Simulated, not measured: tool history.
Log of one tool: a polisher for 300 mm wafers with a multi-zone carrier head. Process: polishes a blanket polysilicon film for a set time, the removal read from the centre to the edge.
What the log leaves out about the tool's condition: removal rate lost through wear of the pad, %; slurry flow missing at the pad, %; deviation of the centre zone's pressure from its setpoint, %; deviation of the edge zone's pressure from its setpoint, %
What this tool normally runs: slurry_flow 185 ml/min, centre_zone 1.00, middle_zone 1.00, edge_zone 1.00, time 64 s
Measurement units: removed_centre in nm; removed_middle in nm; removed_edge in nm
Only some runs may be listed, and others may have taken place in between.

run	day	slurry_flow	centre_zone	middle_zone	edge_zone	time	wafers since the last listed run	wafers polished on this pad	hours since the slurry nozzle was cleaned	hours since the centre zone pressure was calibrated	hours since the edge zone pressure was calibrated	hours since the carrier head's membrane was replaced	incoming thickness of the incoming film, nm	removed_centre	removed_middle	removed_edge
1	0.000	185	1.00	1.00	1.00	64	0	392	327.9	684.4	198.0	1275.5	1818.3	515.8	574.2	581.2
2	0.575	185	1.00	1.00	1.00	64	159	551	341.7	698.2	211.8	1289.3	1809.4	509.9	576.4	574.4
3	1.758	185	1.00	1.00	1.00	64	327	879	370.1	726.6	240.2	1317.7	1806.8	509.1	584.4	574.9
# day 1.825: slurry nozzle cleaned
4	3.046	185	1.00	1.00	1.00	64	345	1225	29.3	757.5	271.1	1348.6	1840.6	512.6	572.5	569.2
# day 3.371: worn pad replaced by a new one
5	4.238	185	0.95	1.00	1.00	64	283	239	57.9	786.1	299.7	1377.2	1837.9	482.2	584.0	569.7
6	5.362	185	0.95	1.00	1.00	64	311	551	84.9	813.1	326.7	1404.2	1790.1	486.5	567.3	563.5
# day 5.533: centre zone pressure recalibrated
7	5.917	185	1.00	1.00	1.00	64	130	682	98.2	9.2	340.0	1417.5	1822.3	559.5	589.8	574.5
8	7.342	185	1.00	1.00	1.00	64	394	1076	132.4	43.4	374.2	1451.7	1810.3	552.5	563.3	574.6
9	7.950	145	1.00	1.00	1.10	64	168	1245	147.0	58.0	388.8	1466.3	1813.6	525.6	559.1	579.3
# day 8.262: worn pad replaced by a new one
10	8.817	185	1.00	1.00	1.05	64	193	153	167.8	78.8	409.6	1487.1	1783.3	540.2	582.1	596.5
11	9.808	185	1.08	0.91	1.00	64	274	427	191.6	102.6	433.4	1510.9	1797.0	586.0	532.6	576.6
12	10.350	185	1.00	1.00	1.00	64	150	577	204.6	115.6	446.4	1523.9	1831.3	538.6	567.1	579.0
13	11.754	185	1.00	1.00	1.00	64	389	967	238.3	149.3	480.1	1557.6	1843.1	529.8	577.1	561.2
# day 13.204: edge zone pressure recalibrated
14	13.233	185	1.00	0.93	1.00	64	386	1353	273.8	184.8	0.7	1593.1	1802.5	526.0	536.1	564.6
# day 13.821: worn pad replaced by a new one
# day 13.917: carrier head's membrane replaced by a new one
15	14.412	210	0.89	0.93	1.10	64	254	137	302.1	213.1	29.0	11.9	1790.3	473.4	552.7	614.5
16	15.283	185	1.00	1.00	0.88	64	241	378	323.0	234.0	49.9	32.8	1820.1	517.3	576.2	527.2
17	16.000	185	1.00	1.00	1.00	64	198	577	340.2	251.2	67.1	50.0	1806.2	517.4	567.4	570.0
18	16.946	155	1.00	1.00	1.00	82	262	839	362.9	273.9	89.8	72.7	1795.5	649.2	730.4	736.3
19	17.929	185	1.07	1.00	1.00	64	272	1112	386.5	297.5	113.4	96.3	1787.8	553.5	580.0	577.0
# day 18.921: slurry nozzle cleaned
20	18.950	185	1.00	1.00	0.96	64	271	1383	0.7	322.0	137.9	120.8	1826.9	510.3	566.2	556.2
# day 19.642: worn pad replaced by a new one
21	19.821	185	0.89	1.00	1.00	64	195	49	21.6	342.9	158.8	141.7	1808.6	456.0	575.9	573.6
22	20.571	185	0.91	1.00	1.00	64	207	257	39.6	360.9	176.8	159.7	1821.9	457.9	570.2	568.2

4 options for the next run, each taken on its own from the tool as it stands now. Forecast them:
A	20.588	185	0.92	1.00	1.00	64	4	262	40.0	361.3	177.2	160.1	1816.7	?	?	?
B	20.588	205	1.00	1.00	1.00	54	4	262	40.0	361.3	177.2	160.1	1816.7	?	?	?
C	20.588	185	1.07	0.95	1.00	86	4	262	40.0	361.3	177.2	160.1	1816.7	?	?	?
D	20.588	160	1.00	1.05	1.00	64	4	262	40.0	361.3	177.2	160.1	1816.7	?	?	?

run	removed_centre	removed_middle	removed_edge
A	467.3	569.6	566.5
B	435.7	486.9	482.8
C	732.0	732.6	761.8
D	497.3	581.3	557.6
Without the tool's unlogged condition, the same runs would have read:
run	removed_centre	removed_middle	removed_edge
A	517.2	569.4	566.5
B	481.8	486.7	482.8
C	809.0	732.2	761.8
D	549.9	581.0	557.6
